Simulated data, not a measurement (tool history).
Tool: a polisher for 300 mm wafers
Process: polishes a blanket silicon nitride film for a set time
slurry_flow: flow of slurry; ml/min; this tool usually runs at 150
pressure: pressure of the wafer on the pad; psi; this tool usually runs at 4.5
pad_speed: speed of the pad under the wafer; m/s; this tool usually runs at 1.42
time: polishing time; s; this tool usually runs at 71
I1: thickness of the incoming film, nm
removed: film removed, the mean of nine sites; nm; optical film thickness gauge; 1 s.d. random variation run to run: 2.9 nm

{"run": 1, "hour": 0.0, "slurry_flow": 150, "pressure": 4.5, "pad_speed": 1.42, "time": 71, "I1": 674.7, "removed": 244.3}
{"hour": 18.5, "done": "worn pad replaced by a new one"}
{"run": 2, "hour": 28.2, "slurry_flow": 150, "pressure": 4.5, "pad_speed": 1.42, "time": 71, "I1": 677.6, "removed": 248.5}
{"run": 3, "hour": 44.0, "slurry_flow": 150, "pressure": 4.5, "pad_speed": 1.42, "time": 71, "I1": 681.5, "removed": 243.9}
{"run": 4, "hour": 60.9, "slurry_flow": 150, "pressure": 4.5, "pad_speed": 1.42, "time": 71, "I1": 688.6, "removed": 240.5}
{"hour": 116.7, "done": "worn pad replaced by a new one"}
{"run": 5, "hour": 155.7, "slurry_flow": 150, "pressure": 4.5, "pad_speed": 1.42, "time": 71, "I1": 686.4, "removed": 239.4}
{"run": 6, "hour": 167.9, "slurry_flow": 150, "pressure": 4.5, "pad_speed": 1.42, "time": 71, "I1": 693.4, "removed": 241.7}
{"run": 7, "hour": 200.8, "slurry_flow": 150, "pressure": 4.5, "pad_speed": 1.42, "time": 71, "I1": 691.9, "removed": 240.6}
{"hour": 213.8, "done": "worn pad replaced by a new one"}
{"run": 8, "hour": 229.9, "slurry_flow": 150, "pressure": 4.5, "pad_speed": 1.42, "time": 71, "I1": 688.1, "removed": 236.5}
{"run": 9, "hour": 261.9, "slurry_flow": 150, "pressure": 4.5, "pad_speed": 1.42, "time": 71, "I1": 691, "removed": 238.4}

Forecast run 10:
{"run": 10, "hour": 279.7, "slurry_flow": 170, "pressure": 6.1, "pad_speed": 1.42, "time": 71, "I1": 683.7, "removed": "?"}

{"run 10": {"removed": 329.7}}
Without the tool's hidden state the same run would have given removed 353.2 nm.
